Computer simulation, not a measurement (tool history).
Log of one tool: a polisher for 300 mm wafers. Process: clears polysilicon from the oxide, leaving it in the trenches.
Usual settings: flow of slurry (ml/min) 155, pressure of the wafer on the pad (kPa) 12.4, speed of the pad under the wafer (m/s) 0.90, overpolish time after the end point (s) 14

run     day  flow of slurry (ml/min)  pressure of the wafer on the pad (kPa)  speed of the pad under the wafer (m/s)  overpolish time after the end point (s)  wafers since the last listed run  wafers polished on this pad  hours since the slurry nozzle was cleaned  hours since the head pressure was calibrated  incoming thickness of the incoming film, nm  time until the end point was called (s)  dishing of a wide line in a test structure (Å)
  1   0.000                      155                                    12.4                                    0.90                                       14                                 0                          950                                      217.3                                         153.5                                        521.2                                     58.4                                             425
  2   0.358                      155                                    12.4                                    0.90                                       17                                94                         1045                                      225.9                                         162.1                                        521.8                                     55.8                                             450
  3   1.079                      155                                    12.4                                    0.90                                       20                               190                         1236                                      243.2                                         179.4                                        525.7                                     60.7                                             450
      1.371  -- slurry nozzle cleaned
  4   1.442                      155                                    12.4                                    0.90                                       20                                84                         1321                                        1.7                                         188.1                                        514.5                                     57.5                                             466
      1.900  -- worn pad replaced by a new one
  5   2.112                      155                                    12.4                                    0.90                                       12                               133                           56                                       17.8                                         204.2                                        520.6                                     57.6                                             411
  6   2.821                      155                                    12.4                                    0.90                                       12                               187                          243                                       34.8                                         221.2                                        513.7                                     59.8                                             419
  7   3.267                      175                                    12.4                                    0.98                                       14                               118                          361                                       45.5                                         231.9                                        512.0                                     53.0                                             431
  8   3.996                      175                                    12.4                                    0.98                                       14                               193                          554                                       63.0                                         249.4                                        525.2                                     55.4                                             443
  9   4.650                      155                                    10.3                                    0.64                                       14                               173                          728                                       78.7                                         265.1                                        507.9                                     85.7                                             381
 10   5.283                      155                                    10.3                                    0.64                                       14                               167                          895                                       93.9                                         280.3                                        510.8                                     83.2                                             386
      6.325  -- worn pad replaced by a new one
 11   6.812                      155                                    12.4                                    0.90                                       14                               360                          128                                      130.6                                         317.0                                        526.7                                     61.1                                             432
 12   7.421                      155                                    12.4                                    0.90                                       14                               161                          289                                      145.2                                         331.6                                        515.9                                     58.6                                             452
 13   8.108                      155                                    12.4                                    0.90                                       14                               182                          471                                      161.7                                         348.1                                        523.8                                     59.7                                             444
 14   8.800                      155                                    12.4                                    0.90                                       14                               183                          654                                      178.3                                         364.7                                        517.0                                     59.3                                             429
 15   9.546                      155                                    12.4                                    0.90                                       14                               197                          852                                      196.2                                         382.6                                        513.0                                     56.0                                             433
 16   9.912                      155                                    12.4                                    0.90                                       14                                97                          949                                      205.0                                         391.4                                        530.5                                     61.0                                             434
 17  10.933                      155                                    12.4                                    0.98                                        7                               270                         1219                                      229.5                                         415.9                                        526.1                                     54.0                                             351
     11.154  -- worn pad replaced by a new one
 18  11.646                      155                                    10.3                                    0.90                                       20                               144                          129                                      246.6                                         433.0                                        517.1                                     64.1                                             459
 19  12.388                      140                                     9.7                                    0.90                                       20                               196                          326                                      264.4                                         450.8                                        522.5                                     66.8                                             445
 20  13.117                      180                                    13.8                                    0.90                                       20                               193                          519                                      281.9                                         468.3                                        525.3                                     55.4                                             467
     13.167  -- slurry nozzle cleaned
     13.292  -- head pressure recalibrated
 21  13.433                      155                                    12.4                                    0.90                                       14                                50                          570                                        6.4                                           3.4                                        516.6                                     59.0                                             439
 22  13.717                      110                                    13.8                                    0.90                                       11                                75                          645                                       13.2                                          10.2                                        521.6                                     57.4                                             400
 23  14.042                      175                                     9.0                                    0.90                                       14                                86                          731                                       21.0                                          18.0                                        523.9                                     68.7                                             433
 24  15.062                      155                                    15.2                                    1.02                                       14                               270                         1001                                       45.5                                          42.5                                        516.6                                     44.8                                             455
 25  15.458                      155                                    12.4                                    0.90                                       14                               104                         1106                                       55.0                                          52.0                                        519.7                                     57.6                                             436
     16.692  -- worn pad replaced by a new one
 26  17.138                      155                                    12.4                                    0.90                                       14                               400                          118                                       95.3                                          92.3                                        520.3                                     56.8                                             442
 27  17.492                      155                                    12.4                                    0.90                                       14                                93                          211                                      103.8                                         100.8                                        522.2                                     58.8                                             425
 28  19.379                      110                                    15.2                                    1.20                                       19                               499                          711                                      149.1                                         146.1                                        516.4                                     42.6                                             455
 29  19.838                      155                                    12.4                                    1.16                                       19                               121                          832                                      160.1                                         157.1                                        531.1                                     47.4                                             475
 30  20.508                      155                                     9.7                                    0.90                                       14                               177                         1010                                      176.2                                         173.2                                        517.9                                     69.0                                             411
 31  20.946                      120                                     9.0                                    0.72                                       12                               115                         1126                                      186.7                                         183.7                                        518.0                                     90.2                                             376
 32  21.317                      155                                     9.7                                    0.90                                        8                                98                         1224                                      195.6                                         192.6                                        526.2                                     67.7                                             345
 33  21.875                      155                                    13.8                                    0.90                                        6                               147                         1372                                      209.0                                         206.0                                        529.3                                     54.5                                             329
 34  22.208                      155                                    13.8                                    0.70                                       14                                88                         1460                                      217.0                                         214.0                                        527.3                                     65.7                                             409
     22.425  -- worn pad replaced by a new one
     22.783  -- slurry nozzle cleaned
 35  23.217                      155                                    12.4                                    0.72                                       14                               211                          199                                       10.4                                         238.2                                        523.6                                     72.0                                             412
 36  23.625                      155                                    12.4                                    0.90                                        7                               108                          307                                       20.2                                         248.0                                        513.0                                     57.7                                             340

Forecast each of these 3 alternatives for the next run:
  A  23.646                      155                                    12.4                                    0.64                                       14                                 5                          312                                       20.7                                         248.5                                        531.5                                        ?                                               ?
  B  23.646                      155                                    12.4                                    0.90                                        6                                 5                          312                                       20.7                                         248.5                                        531.5                                        ?                                               ?
  C  23.646                      155                                    16.5                                    0.90                                       14                                 5                          312                                       20.7                                         248.5                                        531.5                                        ?                                               ?

run  time until the end point was called (s)  dishing of a wide line in a test structure (Å)
  A                                     79.1                                             381
  B                                     59.0                                             299
  C                                     49.2                                             425
Without the tool's hidden state the same runs would have given:
run  time until the end point was called (s)  dishing of a wide line in a test structure (Å)
  A                                     79.1                                             381
  B                                     59.0                                             299
  C                                     49.2                                             425

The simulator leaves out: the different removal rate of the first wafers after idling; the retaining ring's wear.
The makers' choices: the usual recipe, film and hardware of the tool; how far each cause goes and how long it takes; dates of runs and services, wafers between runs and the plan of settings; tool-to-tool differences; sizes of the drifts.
